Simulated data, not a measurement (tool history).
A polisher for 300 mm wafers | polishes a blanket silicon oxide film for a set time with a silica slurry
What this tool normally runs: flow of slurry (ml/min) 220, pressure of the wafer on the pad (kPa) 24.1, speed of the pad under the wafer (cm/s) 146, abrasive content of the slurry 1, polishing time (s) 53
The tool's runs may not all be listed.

| run | hour | flow of slurry (ml/min) | pressure of the wafer on the pad (kPa) | speed of the pad under the wafer (cm/s) | abrasive content of the slurry | polishing time (s) | incoming thickness of the incoming film, nm | film removed (nm) |
|---|---|---|---|---|---|---|---|---|
| 1 | 0 | 220 | 24.1 | 146 | 1 | 53 | 757.5 | 155.9 |
| 2 | 15.6 | 220 | 24.1 | 172 | 1 | 53 | 753.9 | 178.6 |
| 3 | 23.3 | 220 | 24.1 | 172 | 1 | 53 | 742.3 | 177.9 |
|  | 32.7 | slurry blender recalibrated |
| 4 | 34.4 | 220 | 24.1 | 172 | 1 | 53 | 742 | 173.3 |
| 5 | 50.6 | 220 | 24.1 | 146 | 1 | 53 | 764.2 | 149.8 |
|  | 55.3 | worn pad replaced by a new one |
| 6 | 58.3 | 220 | 24.1 | 146 | 1 | 53 | 748.1 | 142.7 |
| 7 | 74.6 | 220 | 24.1 | 146 | 1 | 53 | 761.1 | 140.4 |
|  | 95.6 | worn pad replaced by a new one, repeated, since the last time left the tool worse |
| 8 | 96.1 | 220 | 24.1 | 146 | 1 | 53 | 745.7 | 159.5 |
| 9 | 105.7 | 220 | 24.1 | 146 | 1 | 53 | 752.3 | 155.9 |
| 10 | 112.1 | 220 | 24.1 | 146 | 1 | 53 | 760.4 | 157.5 |
| 11 | 128.7 | 220 | 18.6 | 146 | 1 | 53 | 743 | 131.8 |
| 12 | 142.3 | 220 | 24.1 | 146 | 1 | 53 | 753.5 | 152.9 |
|  | 150.8 | slurry nozzle cleaned |
|  | 152.5 | worn pad replaced by a new one |
| 13 | 153 | 245 | 24.1 | 184 | 0.9 | 53 | 754.7 | 178.7 |
|  | 161.2 | slurry blender recalibrated |
| 14 | 168.1 | 220 | 15.9 | 190 | 1 | 60 | 743.4 | 163.7 |
| 15 | 175.3 | 220 | 24.1 | 146 | 1.25 | 53 | 764.8 | 176.3 |
|  | 188 | conditioning disc replaced and pad reconditioned |
| 16 | 190.8 | 220 | 22.1 | 146 | 0.9 | 53 | 765.3 | 134.1 |
| 17 | 198.1 | 220 | 24.1 | 146 | 1 | 37 | 754.1 | 105.2 |
|  | 207.2 | head pressure recalibrated |
| 18 | 207.7 | 220 | 24.1 | 176 | 1 | 53 | 747.6 | 174.5 |
|  | 216.2 | worn pad replaced by a new one |
| 19 | 216.7 | 220 | 31 | 146 | 1 | 37 | 746.6 | 133.1 |
| 20 | 264.2 | 220 | 24.1 | 146 | 0.9 | 53 | 736.5 | 137 |
|  | 274.8 | worn pad replaced by a new one |
| 21 | 275.3 | 220 | 24.1 | 146 | 0.85 | 53 | 753 | 137.8 |
| 22 | 286.9 | 220 | 24.1 | 146 | 1 | 53 | 751.9 | 152.9 |

How would selected steps in film removed (nm) from run to run divide? Give the signed amount a tool lacking its hidden state would still show from settings, what came in and random variation, and the signed amount left for the hidden state, including any gauge scatter that is not in both of the compared results.
The hidden state here: removal rate lost through wear of the pad, %; slurry flow missing at the pad, %; deviation of the head's pressure from its setpoint, %; abrasive missing from the slurry, %; time polished since the conditioner stopped cutting, s.
Run 7 -> 8: worn pad replaced by a new one, repeated, since the last time left the tool worse. film removed (nm) +19.1: hidden state +18.5, all else +0.6.
Run 15 -> 16: pressure of the wafer on the pad (kPa) 24.1 -> 22.1, abrasive content of the slurry 1.25 -> 0.9, conditioning disc replaced and pad reconditioned. film removed (nm) -42.2: hidden state -1.1, all else -41.1.
Run 17 -> 18: speed of the pad under the wafer (cm/s) 146 -> 176, polishing time (s) 37 -> 53, head pressure recalibrated. film removed (nm) +69.3: hidden state -4.8, all else +74.1.
Run 18 -> 19: pressure of the wafer on the pad (kPa) 24.1 -> 31, speed of the pad under the wafer (cm/s) 176 -> 146, polishing time (s) 53 -> 37, worn pad replaced by a new one. film removed (nm) -41.4: hidden state +9.3, all else -50.7.

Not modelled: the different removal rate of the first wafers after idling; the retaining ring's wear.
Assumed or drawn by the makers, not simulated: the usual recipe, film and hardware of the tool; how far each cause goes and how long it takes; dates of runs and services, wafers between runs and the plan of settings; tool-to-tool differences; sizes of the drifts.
